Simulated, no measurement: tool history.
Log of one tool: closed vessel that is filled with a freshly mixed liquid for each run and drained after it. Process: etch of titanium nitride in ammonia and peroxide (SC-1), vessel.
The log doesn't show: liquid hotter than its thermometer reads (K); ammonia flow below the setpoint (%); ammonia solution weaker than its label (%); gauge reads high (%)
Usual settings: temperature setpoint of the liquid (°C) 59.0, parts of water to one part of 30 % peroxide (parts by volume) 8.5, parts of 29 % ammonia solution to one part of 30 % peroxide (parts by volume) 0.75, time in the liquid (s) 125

| run | day | temperature setpoint of the liquid (°C) | parts of water to one part of 30 % peroxide (parts by volume) | parts of 29 % ammonia solution to one part of 30 % peroxide (parts by volume) | time in the liquid (s) | wafers since the last listed run | hours since the thermometer was replaced | hours since the ammonia flow meter was replaced | hours since the drum of ammonia solution was connected | hours since the gauge calibration | read-back film thickness of the titanium nitride reference wafer, read on the same gauge (nm) | thickness taken off the titanium nitride on a monitor wafer (nm) |
|---|---|---|---|---|---|---|---|---|---|---|---|---|
| 1 | 0.000 | 59.0 | 8.5 | 1.05 | 100 | 0 | 1340.1 | 72.1 | 466.8 | 2211.4 | 110.01 | 16.66 |
|  | 3.088 | new drum of ammonia solution connected |
| 2 | 3.321 | 59.0 | 8.5 | 1.05 | 100 | 8592 | 1419.8 | 151.8 | 5.6 | 2291.1 | 110.01 | 16.72 |
| 3 | 6.542 | 59.0 | 8.5 | 0.75 | 125 | 8439 | 1497.1 | 229.1 | 82.9 | 2368.4 | 109.98 | 19.90 |
|  | 7.975 | gauge calibrated |
| 4 | 9.821 | 59.0 | 8.5 | 0.75 | 125 | 8592 | 1575.8 | 307.8 | 161.6 | 44.3 | 109.99 | 19.83 |
| 5 | 13.454 | 59.0 | 9.5 | 0.75 | 125 | 9520 | 1663.0 | 395.0 | 248.8 | 131.5 | 110.01 | 18.38 |
| 6 | 17.258 | 59.0 | 9.5 | 0.75 | 125 | 9968 | 1754.3 | 486.3 | 340.1 | 222.8 | 110.04 | 18.62 |
|  | 18.250 | thermometer replaced |
| 7 | 20.612 | 59.0 | 8.5 | 0.75 | 125 | 8679 | 56.7 | 566.8 | 420.6 | 303.3 | 110.01 | 19.67 |
| 8 | 24.912 | 59.0 | 10.5 | 0.35 | 125 | 11267 | 159.9 | 670.0 | 523.8 | 406.5 | 110.02 | 15.48 |
| 9 | 26.496 | 65.5 | 5.5 | 0.75 | 125 | 4148 | 197.9 | 708.0 | 561.8 | 444.5 | 109.98 | 37.26 |
|  | 27.158 | new drum of ammonia solution connected |
| 10 | 30.588 | 59.0 | 8.5 | 0.75 | 125 | 10612 | 296.1 | 806.2 | 82.3 | 542.7 | 110.00 | 19.98 |
| 11 | 33.179 | 55.0 | 9.5 | 0.75 | 125 | 6790 | 358.3 | 868.4 | 144.5 | 604.9 | 110.02 | 14.18 |
| 12 | 35.138 | 49.0 | 6.0 | 0.75 | 125 | 5131 | 405.3 | 915.4 | 191.5 | 651.9 | 110.00 | 11.88 |
| 13 | 36.875 | 59.0 | 6.5 | 0.75 | 125 | 4552 | 447.0 | 957.1 | 233.2 | 693.6 | 109.98 | 22.40 |
| 14 | 40.029 | 59.0 | 8.5 | 0.75 | 125 | 8264 | 522.7 | 1032.8 | 308.9 | 769.3 | 110.00 | 20.04 |
| 15 | 42.562 | 59.0 | 8.5 | 0.75 | 125 | 6638 | 583.5 | 1093.6 | 369.7 | 830.1 | 110.01 | 20.08 |
| 16 | 44.675 | 53.5 | 7.5 | 0.40 | 150 | 5535 | 634.2 | 1144.3 | 420.4 | 880.8 | 109.97 | 15.75 |
| 17 | 48.142 | 59.0 | 8.5 | 0.75 | 125 | 9083 | 717.4 | 1227.5 | 503.6 | 964.0 | 110.02 | 19.81 |
| 18 | 52.425 | 59.0 | 5.0 | 0.50 | 125 | 11223 | 820.2 | 1330.3 | 606.4 | 1066.8 | 110.02 | 24.25 |
|  | 55.429 | new drum of ammonia solution connected |
| 19 | 56.388 | 64.5 | 10.5 | 0.75 | 80 | 10273 | 915.3 | 1425.4 | 23.0 | 1161.9 | 109.97 | 16.24 |
| 20 | 58.517 | 63.5 | 10.5 | 0.75 | 180 | 5579 | 966.4 | 1476.5 | 74.1 | 1213.0 | 109.98 | 34.52 |
| 21 | 62.475 | 56.0 | 10.5 | 0.75 | 125 | 10372 | 1061.4 | 1571.5 | 169.1 | 1308.0 | 110.02 | 15.01 |
| 22 | 66.050 | 64.5 | 11.5 | 0.75 | 125 | 9367 | 1147.2 | 1657.3 | 254.9 | 1393.8 | 110.01 | 24.65 |
| 23 | 69.417 | 59.0 | 8.5 | 0.75 | 125 | 8821 | 1228.0 | 1738.1 | 335.7 | 1474.6 | 110.01 | 19.97 |
| 24 | 71.583 | 65.5 | 8.5 | 0.75 | 95 | 5677 | 1280.0 | 1790.1 | 387.7 | 1526.6 | 109.99 | 23.03 |
|  | 74.329 | ammonia flow meter replaced |
| 25 | 75.188 | 59.0 | 8.5 | 0.75 | 125 | 9334 | 1366.5 | 20.6 | 474.2 | 1613.1 | 110.00 | 19.99 |
|  | 79.000 | new drum of ammonia solution connected |
| 26 | 79.150 | 59.0 | 8.5 | 0.45 | 125 | 10273 | 1461.6 | 115.7 | 3.6 | 1708.2 | 109.99 | 18.30 |
| 27 | 81.262 | 64.5 | 8.5 | 1.00 | 125 | 5535 | 1512.3 | 166.4 | 54.3 | 1758.9 | 109.99 | 29.63 |

Hidden state at the last listed run before each entry between runs and at the first one after, where it differs:
Between runs 1 and 2: new drum of ammonia solution connected (day 3.088)
  no hidden state differs between the two runs
Between runs 3 and 4: gauge calibrated (day 7.975)
  no hidden state differs between the two runs
Between runs 6 and 7: thermometer replaced (day 18.250)
  no hidden state differs between the two runs
Between runs 9 and 10: new drum of ammonia solution connected (day 27.158)
  no hidden state differs between the two runs
Between runs 18 and 19: new drum of ammonia solution connected (day 55.429)
  no hidden state differs between the two runs
Between runs 24 and 25: ammonia flow meter replaced (day 74.329)
  no hidden state differs between the two runs
Between runs 25 and 26: new drum of ammonia solution connected (day 79.000)
  no hidden state differs between the two runs
